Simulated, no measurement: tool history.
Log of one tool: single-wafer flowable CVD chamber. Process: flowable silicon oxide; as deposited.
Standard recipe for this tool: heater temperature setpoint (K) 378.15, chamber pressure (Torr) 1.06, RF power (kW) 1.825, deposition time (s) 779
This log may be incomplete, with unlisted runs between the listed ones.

run	day	heater temperature setpoint (K)	chamber pressure (Torr)	RF power (kW)	deposition time (s)	wafers since the last listed run	hours since the last thermocouple change	hours since the last RF generator calibration	hours since the last manometer calibration	hours since the showerhead was replaced	hours since the gauge calibration	read-back reference wafer on the same gauge, thickness_nm	mean film thickness on the monitor wafer (nm)
1	0	378.15	1.06	1.825	779	0	1039.8	2020.8	1143.3	3767	106.1	692.451	567.809
2	0.308	378.15	1.06	1.825	779	11	1047.2	2028.2	1150.7	3774.4	113.5	693.662	570.011
3	0.992	378.15	1.06	1.825	779	25	1063.6	2044.6	1167.1	3790.8	129.9	693.042	566.835
# day 2.5: showerhead replaced
4	2.521	378.15	1.06	1.68	779	45	1100.3	2081.3	1203.8	0.5	166.6	692.931	544.311
5	2.7	378.15	1.06	1.68	779	6	1104.6	2085.6	1208.1	4.8	170.9	692.942	548.249
6	2.975	378.15	1.19	2.055	779	10	1111.2	2092.2	1214.7	11.4	177.5	693.948	659.587
# day 3.7: thermocouple changed; heater temperature recalibrated
7	3.721	378.15	1.06	1.825	779	15	0.5	2110.1	1232.6	29.3	195.4	692.749	564.972
8	3.983	391.15	1.06	1.825	779	9	6.8	2116.4	1238.9	35.6	201.7	693.157	389.612
# day 4.096: gauge calibrated
# day 4.779: RF generator calibrated
# day 5.033: capacitance manometer re-zeroed and calibrated
9	5.054	364.15	0.86	1.825	833	18	32.5	6.6	0.5	61.3	23	693.193	789.093
10	5.3	378.15	1.06	1.49	779	9	38.4	12.5	6.4	67.2	28.9	692.462	549.754
11	5.825	378.15	1.06	1.825	779	19	51	25.1	19	79.8	41.5	692.429	600.549
12	6.354	364.15	1.06	1.825	779	20	63.7	37.8	31.7	92.5	54.2	693.45	920.137
13	6.725	378.15	1.06	2.02	779	14	72.6	46.7	40.6	101.4	63.1	692.552	615.176
14	7.279	378.15	0.85	1.67	779	20	85.9	60	53.9	114.7	76.4	692.937	458.759

Branching from run 14: 4 alternative next runs. What would each branch give?
A	7.304	378.15	1.22	1.825	779	0	86.5	60.6	54.5	115.3	77	?	?
B	7.304	378.15	0.96	1.505	779	0	86.5	60.6	54.5	115.3	77	?	?
C	7.304	368.15	1.06	1.825	779	0	86.5	60.6	54.5	115.3	77	?	?
D	7.304	378.15	1.31	2.08	779	0	86.5	60.6	54.5	115.3	77	?	?

run	read-back reference wafer on the same gauge, thickness_nm	mean film thickness on the monitor wafer (nm)
A	692.622	685.642
B	692.622	492.466
C	692.622	808.337
D	692.622	763.983
The same runs, with their run-to-run variation unchanged, on a tool lacking any hidden condition would have given:
run	mean film thickness on the monitor wafer (nm)
A	695.293
B	500.054
C	819.715
D	774.719
